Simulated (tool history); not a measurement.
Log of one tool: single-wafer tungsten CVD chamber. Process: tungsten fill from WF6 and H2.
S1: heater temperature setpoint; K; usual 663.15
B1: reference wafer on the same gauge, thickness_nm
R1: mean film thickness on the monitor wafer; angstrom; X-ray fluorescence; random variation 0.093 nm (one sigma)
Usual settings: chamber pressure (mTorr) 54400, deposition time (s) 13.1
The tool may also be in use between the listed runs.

{"run": 1, "hour": 0.0, "S1": 663.15, "chamber pressure (mTorr)": 54400, "deposition time (s)": 13.1, "B1": 42.815, "R1": 446.74}
{"run": 2, "hour": 28.4, "S1": 663.15, "chamber pressure (mTorr)": 54400, "deposition time (s)": 13.1, "B1": 42.801, "R1": 446.47}
{"run": 3, "hour": 63.1, "S1": 663.15, "chamber pressure (mTorr)": 54400, "deposition time (s)": 13.1, "B1": 42.798, "R1": 445.65}
{"run": 4, "hour": 88.1, "S1": 663.15, "chamber pressure (mTorr)": 54400, "deposition time (s)": 13.1, "B1": 42.787, "R1": 446.28}
{"hour": 118.3, "done": "capacitance manometer re-zeroed and calibrated"}
{"run": 5, "hour": 143.6, "S1": 663.15, "chamber pressure (mTorr)": 54400, "deposition time (s)": 13.1, "B1": 42.799, "R1": 438.41}
{"run": 6, "hour": 195.2, "S1": 663.15, "chamber pressure (mTorr)": 64800, "deposition time (s)": 14.6, "B1": 42.808, "R1": 511.35}
{"run": 7, "hour": 230.8, "S1": 663.15, "chamber pressure (mTorr)": 64800, "deposition time (s)": 14.6, "B1": 42.798, "R1": 509.18}
{"run": 8, "hour": 255.7, "S1": 663.15, "chamber pressure (mTorr)": 64800, "deposition time (s)": 14.6, "B1": 42.796, "R1": 510.93}
{"run": 9, "hour": 298.9, "S1": 663.15, "chamber pressure (mTorr)": 54400, "deposition time (s)": 13.1, "B1": 42.806, "R1": 435.67}
{"run": 10, "hour": 335.1, "S1": 663.15, "chamber pressure (mTorr)": 54400, "deposition time (s)": 13.1, "B1": 42.785, "R1": 437.23}
{"run": 11, "hour": 365.3, "S1": 663.15, "chamber pressure (mTorr)": 54400, "deposition time (s)": 13.1, "B1": 42.799, "R1": 435.72}
{"hour": 445.1, "done": "gauge calibrated"}
{"run": 12, "hour": 495.7, "S1": 663.15, "chamber pressure (mTorr)": 54400, "deposition time (s)": 13.1, "B1": 42.791, "R1": 434.69}
{"run": 13, "hour": 534.9, "S1": 672.15, "chamber pressure (mTorr)": 54400, "deposition time (s)": 13.1, "B1": 42.809, "R1": 507.23}
{"run": 14, "hour": 605.7, "S1": 654.15, "chamber pressure (mTorr)": 54400, "deposition time (s)": 14.3, "B1": 42.797, "R1": 406.96}
{"run": 15, "hour": 664.0, "S1": 663.15, "chamber pressure (mTorr)": 43800, "deposition time (s)": 11.2, "B1": 42.791, "R1": 353.41}
{"run": 16, "hour": 701.6, "S1": 650.15, "chamber pressure (mTorr)": 47200, "deposition time (s)": 12.4, "B1": 42.826, "R1": 316.87}
{"run": 17, "hour": 759.1, "S1": 663.15, "chamber pressure (mTorr)": 43800, "deposition time (s)": 11.2, "B1": 42.793, "R1": 352.96}
{"hour": 787.3, "done": "showerhead replaced"}
{"run": 18, "hour": 797.3, "S1": 663.15, "chamber pressure (mTorr)": 64800, "deposition time (s)": 14.6, "B1": 42.796, "R1": 508.1}
{"hour": 820.7, "done": "thermocouple changed; heater temperature recalibrated"}
{"run": 19, "hour": 825.4, "S1": 663.15, "chamber pressure (mTorr)": 54400, "deposition time (s)": 12.4, "B1": 42.798, "R1": 419.68}
{"run": 20, "hour": 943.3, "S1": 663.15, "chamber pressure (mTorr)": 54400, "deposition time (s)": 13.1, "B1": 42.796, "R1": 441.88}
{"run": 21, "hour": 993.3, "S1": 669.15, "chamber pressure (mTorr)": 58100, "deposition time (s)": 11.1, "B1": 42.782, "R1": 423.22}
{"run": 22, "hour": 1028.9, "S1": 657.15, "chamber pressure (mTorr)": 46300, "deposition time (s)": 14.0, "B1": 42.834, "R1": 408.98}
{"run": 23, "hour": 1090.5, "S1": 663.15, "chamber pressure (mTorr)": 54400, "deposition time (s)": 13.1, "B1": 42.791, "R1": 444.12}
{"run": 24, "hour": 1128.0, "S1": 663.15, "chamber pressure (mTorr)": 54400, "deposition time (s)": 13.1, "B1": 42.833, "R1": 443.75}
{"run": 25, "hour": 1166.4, "S1": 663.15, "chamber pressure (mTorr)": 62400, "deposition time (s)": 13.1, "B1": 42.807, "R1": 460.01}
{"run": 26, "hour": 1203.0, "S1": 650.15, "chamber pressure (mTorr)": 49700, "deposition time (s)": 14.1, "B1": 42.81, "R1": 373.04}
{"run": 27, "hour": 1227.6, "S1": 663.15, "chamber pressure (mTorr)": 54400, "deposition time (s)": 13.1, "B1": 42.782, "R1": 443.5}
{"run": 28, "hour": 1287.2, "S1": 655.15, "chamber pressure (mTorr)": 64200, "deposition time (s)": 10.5, "B1": 42.793, "R1": 323.02}
{"run": 29, "hour": 1315.1, "S1": 663.15, "chamber pressure (mTorr)": 54400, "deposition time (s)": 13.1, "B1": 42.81, "R1": 444.35}
{"run": 30, "hour": 1342.7, "S1": 663.15, "chamber pressure (mTorr)": 54400, "deposition time (s)": 14.3, "B1": 42.81, "R1": 485.86}
{"run": 31, "hour": 1387.4, "S1": 673.15, "chamber pressure (mTorr)": 49400, "deposition time (s)": 12.0, "B1": 42.803, "R1": 470.13}
{"run": 32, "hour": 1425.7, "S1": 674.15, "chamber pressure (mTorr)": 47700, "deposition time (s)": 13.1, "B1": 42.817, "R1": 518.32}

Run 33 comes next. What will it give?
{"run": 33, "hour": 1451.3, "S1": 657.15, "chamber pressure (mTorr)": 46300, "deposition time (s)": 14.0, "B1": "?", "R1": "?"}

{"run 33": {"B1": 42.78, "R1": 411.03}}
Without the tool's hidden state the same run would have given R1 406.32 angstrom.
